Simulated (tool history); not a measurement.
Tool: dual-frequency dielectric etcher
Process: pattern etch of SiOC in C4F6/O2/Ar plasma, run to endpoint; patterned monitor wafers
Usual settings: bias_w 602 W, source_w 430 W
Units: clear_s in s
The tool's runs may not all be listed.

run	hour	bias_w	source_w	incoming incoming film thickness, nm	clear_s
1	0.0	602	430	34.97	10.1
2	15.3	602	430	35.11	10.1
3	30.1	602	430	35.13	10.0
4	43.2	602	390	35.14	10.6
5	50.2	602	430	35.34	10.1
6	60.7	602	430	34.79	9.9
7	77.3	602	430	35.06	10.1
# hour 103.8: upper electrode replaced
8	104.3	602	430	34.86	10.0
9	104.6	602	430	35.00	10.0
# hour 114.2: source power generator calibrated
10	114.7	602	430	34.95	9.8
11	128.0	546	500	34.93	9.8
12	137.4	475	510	35.06	10.7
13	151.2	602	430	35.17	9.8
# hour 178.2: wet clean of the chamber
14	178.7	602	430	34.77	10.5
15	179.0	602	370	34.77	11.5
# hour 185.4: bias power generator calibrated
16	189.2	455	370	34.97	13.7
17	197.4	528	430	35.18	11.6
18	248.7	483	510	34.97	11.1
19	257.2	494	350	34.77	13.2
20	274.6	643	490	34.77	9.4
21	314.6	655	510	34.96	9.0

Forecast each of these 5 alternatives for the next run:
A	315.0	501	430	34.62	?
B	315.0	531	530	34.62	?
C	315.0	743	520	34.62	?
D	315.0	602	490	34.62	?
E	315.0	506	370	34.62	?

run	clear_s
A	11.7
B	10.1
C	8.4
D	9.7
E	12.6
Without the tool's hidden state the same runs would have given:
run	clear_s
A	11.8
B	10.3
C	8.5
D	9.9
E	12.8
